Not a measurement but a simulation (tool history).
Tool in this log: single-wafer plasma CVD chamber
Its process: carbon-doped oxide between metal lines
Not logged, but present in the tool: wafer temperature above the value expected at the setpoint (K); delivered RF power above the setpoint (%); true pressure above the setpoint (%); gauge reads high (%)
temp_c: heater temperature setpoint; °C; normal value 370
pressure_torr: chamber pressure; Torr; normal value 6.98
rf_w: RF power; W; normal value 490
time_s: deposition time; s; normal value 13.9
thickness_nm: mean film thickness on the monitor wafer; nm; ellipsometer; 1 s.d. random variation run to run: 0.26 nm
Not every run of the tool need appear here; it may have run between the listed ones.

run    hour  temp_c  pressure_torr  rf_w  time_s  wafers since the last listed run  hours since the last thermocouple change  hours since the last RF generator calibration  hours since the last manometer calibration  hours since the showerhead was replaced  hours since the gauge calibration  read-back reference wafer on the same gauge, thickness_nm  thickness_nm
  1     0.0     370           6.98   460    13.9                                 0                                    1157.6                                          100.2                                      1480.2                                   3237.6                             2212.7                                                     77.693        61.794
  2   266.4     370           6.98   490    13.9                              7427                                    1424.0                                          366.6                                      1746.6                                   3504.0                             2479.1                                                     77.747        64.823
      284.1  -- capacitance manometer re-zeroed and calibrated
  3   368.5     370           6.98   490    13.9                              2623                                    1526.1                                          468.7                                        84.4                                   3606.1                             2581.2                                                     77.479        65.071
      458.1  -- showerhead replaced
  4   458.6     370           6.98   490    13.9                              2289                                    1616.2                                          558.8                                       174.5                                      0.5                             2671.3                                                     77.691        64.326
  5   774.4     370           6.98   490    13.9                              8805                                    1932.0                                          874.6                                       490.3                                    316.3                             2987.1                                                     77.641        64.196
      789.8  -- thermocouple changed; heater temperature recalibrated
  6   862.7     360           6.98   490    13.9                              2238                                      72.9                                          962.9                                       578.6                                    404.6                             3075.4                                                     77.553        65.702
  7   904.1     370           6.98   490    13.9                              1154                                     114.3                                         1004.3                                       620.0                                    446.0                             3116.8                                                     77.588        64.179
  8   990.8     370           6.98   490    13.9                              2417                                     201.0                                         1091.0                                       706.7                                    532.7                             3203.5                                                     77.610        64.670
  9  1075.0     370           6.98   550    13.9                              2347                                     285.2                                         1175.2                                       790.9                                    616.9                             3287.7                                                     77.604        69.892
 10  1142.9     370           6.98   490    13.9                              1893                                     353.1                                         1243.1                                       858.8                                    684.8                             3355.6                                                     77.505        64.044
 11  1221.2     370           6.98   490    13.9                              2183                                     431.4                                         1321.4                                       937.1                                    763.1                             3433.9                                                     77.563        63.616
 12  1272.9     382           6.98   450    15.2                              1441                                     483.1                                         1373.1                                       988.8                                    814.8                             3485.6                                                     77.549        63.479
 13  1353.0     382           6.98   450    15.2                              2233                                     563.2                                         1453.2                                      1068.9                                    894.9                             3565.7                                                     77.549        63.439
 14  1390.2     383           6.20   420    13.9                              1037                                     600.4                                         1490.4                                      1106.1                                    932.1                             3602.9                                                     77.620        53.622
     1409.5  -- gauge calibrated
 15  1465.7     370           6.98   490    13.9                              2105                                     675.9                                         1565.9                                      1181.6                                   1007.6                               56.2                                                     77.566        64.231
 16  1562.8     381           6.98   490    13.9                              2707                                     773.0                                         1663.0                                      1278.7                                   1104.7                              153.3                                                     77.573        61.794
     1656.5  -- capacitance manometer re-zeroed and calibrated
     1664.3  -- RF generator calibrated
 17  1814.2     370           6.98   490    13.9                              6570                                    1024.4                                          149.9                                       157.7                                   1356.1                              404.7                                                     77.629        64.987
 18  1895.0     361           6.18   560    12.1                              2252                                    1105.2                                          230.7                                       238.5                                   1436.9                              485.5                                                     77.543        63.246
 19  1967.6     370           8.33   490    13.9                              2024                                    1177.8                                          303.3                                       311.1                                   1509.5                              558.1                                                     77.687        66.075
 20  2023.2     358           6.98   490    13.0                              1550                                    1233.4                                          358.9                                       366.7                                   1565.1                              613.7                                                     77.620        62.451
 21  2078.5     383           6.39   490    13.9                              1541                                    1288.7                                          414.2                                       422.0                                   1620.4                              669.0                                                     77.743        62.057
 22  2154.8     370           6.98   410    12.4                              2127                                    1365.0                                          490.5                                       498.3                                   1696.7                              745.3                                                     77.628        49.708
 23  2203.5     379           7.80   490    13.9                              1357                                    1413.7                                          539.2                                       547.0                                   1745.4                              794.0                                                     77.583        63.991
 24  2301.0     376           5.37   540    12.6                              2718                                    1511.2                                          636.7                                       644.5                                   1842.9                              891.5                                                     77.607        59.053
 25  2480.1     370           7.79   490    13.9                              4993                                    1690.3                                          815.8                                       823.6                                   2022.0                             1070.6                                                     77.632        65.068
 26  2537.6     383           6.20   420    13.9                              1603                                    1747.8                                          873.3                                       881.1                                   2079.5                             1128.1                                                     77.439        53.740
 27  2635.3     370           6.98   490    15.3                              2724                                    1845.5                                          971.0                                       978.8                                   2177.2                             1225.8                                                     77.676        70.844
     2697.6  -- thermocouple changed; heater temperature recalibrated
 28  2716.7     370           6.98   490    13.9                              2046                                      19.1                                         1052.4                                      1060.2                                   2258.6                             1307.2                                                     77.560        64.176
 29  2760.2     370           6.98   490    13.9                              1212                                      62.6                                         1095.9                                      1103.7                                   2302.1                             1350.7                                                     77.635        64.567

Here are 3 independent what-if runs from the current tool condition. What would each one return?
  A  2760.6     370           8.62   490    13.9                                11                                      63.0                                         1096.3                                      1104.1                                   2302.5                             1351.1                                                          ?             ?
  B  2760.6     370           6.98   490    14.8                                11                                      63.0                                         1096.3                                      1104.1                                   2302.5                             1351.1                                                          ?             ?
  C  2760.6     358           7.97   575    12.9                                11                                      63.0                                         1096.3                                      1104.1                                   2302.5                             1351.1                                                          ?             ?

run  read-back reference wafer on the same gauge, thickness_nm  thickness_nm
  A                                                     77.584        65.555
  B                                                     77.584        68.436
  C                                                     77.584        70.315
The same runs, with their run-to-run variation unchanged, on a tool lacking any hidden condition would have given:
run  thickness_nm
  A        66.512
  B        69.435
  C        71.295

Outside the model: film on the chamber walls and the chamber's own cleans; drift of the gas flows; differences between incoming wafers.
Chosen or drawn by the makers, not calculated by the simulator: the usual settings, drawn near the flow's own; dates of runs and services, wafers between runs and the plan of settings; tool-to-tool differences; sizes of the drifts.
